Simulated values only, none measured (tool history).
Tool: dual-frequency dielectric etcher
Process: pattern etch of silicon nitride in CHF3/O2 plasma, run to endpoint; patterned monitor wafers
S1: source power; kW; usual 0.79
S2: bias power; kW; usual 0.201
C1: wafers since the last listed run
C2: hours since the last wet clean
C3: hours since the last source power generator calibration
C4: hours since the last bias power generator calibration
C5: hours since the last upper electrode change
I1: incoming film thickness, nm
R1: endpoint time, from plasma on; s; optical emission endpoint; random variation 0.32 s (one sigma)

Run 1, day 0: usual settings; C1 0; C2 119; C3 3652.5; C4 2929.8; C5 2745.5; I1 76.1. Result: R1 47.1 s.
Run 2, day 3.383: usual settings but S1 0.64 kW; C1 908; C2 200.2; C3 3733.7; C4 3011; C5 2826.7; I1 75.7. Result: R1 48.3 s.
Run 3, day 7.575: usual settings but S1 0.64 kW; C1 1125; C2 300.8; C3 3834.3; C4 3111.6; C5 2927.3; I1 74.3. Result: R1 47.4 s.
Run 4, day 9.35: usual settings but S1 0.64 kW; C1 476; C2 343.4; C3 3876.9; C4 3154.2; C5 2969.9; I1 75.9. Result: R1 48 s.
Run 5, day 12.829: usual settings; C1 934; C2 426.9; C3 3960.4; C4 3237.7; C5 3053.4; I1 75.4. Result: R1 44.9 s.
At day 14.767: wet clean of the chamber.
Run 6, day 15.133: usual settings; C1 350; C2 8.8; C3 4015.7; C4 3293; C5 3108.7; I1 76.2. Result: R1 47.5 s.
Run 7, day 19.338: usual settings; C1 1129; C2 109.7; C3 4116.6; C4 3393.9; C5 3209.6; I1 75.4. Result: R1 46.6 s.
At day 22.125: bias power generator calibrated.
Run 8, day 22.854: usual settings; C1 899; C2 194.1; C3 4201; C4 17.5; C5 3294; I1 75.2. Result: R1 45.3 s.
Run 9, day 27.221: usual settings but S1 0.94 kW; C1 1172; C2 298.9; C3 4305.8; C4 122.3; C5 3398.8; I1 75.1. Result: R1 43 s.
At day 30.867: wet clean of the chamber.
Run 10, day 30.888: usual settings but S1 0.68 kW, S2 0.242 kW; C1 716; C2 0.5; C3 4393.8; C4 210.3; C5 3486.8; I1 75.3. Result: R1 44.4 s.
At day 33.525: upper electrode replaced, of another model than before.
Run 11, day 35.154: usual settings; C1 877; C2 102.9; C3 4496.2; C4 312.7; C5 39.1; I1 76.4. Result: R1 47.5 s.
At day 43.208: source power generator calibrated.
Run 12, day 48.354: usual settings; C1 3500; C2 419.7; C3 123.5; C4 629.5; C5 355.9; I1 75. Result: R1 44.8 s.
At day 52.104: wet clean of the chamber.
Run 13, day 52.125: usual settings but S1 0.61 kW; C1 744; C2 0.5; C3 214; C4 720; C5 446.4; I1 75. Result: R1 52 s.
Run 14, day 56.392: usual settings but S1 0.59 kW, S2 0.169 kW; C1 1146; C2 102.9; C3 316.4; C4 822.4; C5 548.8; I1 75.5. Result: R1 55.2 s.
Run 15, day 58.642: usual settings but S1 0.64 kW; C1 604; C2 156.9; C3 370.4; C4 876.4; C5 602.8; I1 76.3. Result: R1 51 s.
Run 16, day 62.4: usual settings but S1 0.96 kW, S2 0.233 kW; C1 1009; C2 247.1; C3 460.6; C4 966.6; C5 693; I1 75.4. Result: R1 41.3 s.

Forecast each of these 4 alternatives for the next run:
Run A, day 62.417: usual settings but S1 0.98 kW; C1 4; C2 247.5; C3 461; C4 967; C5 693.4; I1 75.5. Result: R1 ?.
Run B, day 62.417: usual settings but S1 0.9 kW, S2 0.221 kW; C1 4; C2 247.5; C3 461; C4 967; C5 693.4; I1 75.5. Result: R1 ?.
Run C, day 62.417: usual settings but S1 0.65 kW, S2 0.177 kW; C1 4; C2 247.5; C3 461; C4 967; C5 693.4; I1 75.5. Result: R1 ?.
Run D, day 62.417: usual settings but S2 0.232 kW; C1 4; C2 247.5; C3 461; C4 967; C5 693.4; I1 75.5. Result: R1 ?.

run    R1
  A  42.4
  B  42.6
  C  51.3
  D    44
Without the tool's hidden state the same runs would have given:
run    R1
  A  43.3
  B  43.4
  C  52.3
  D  44.9
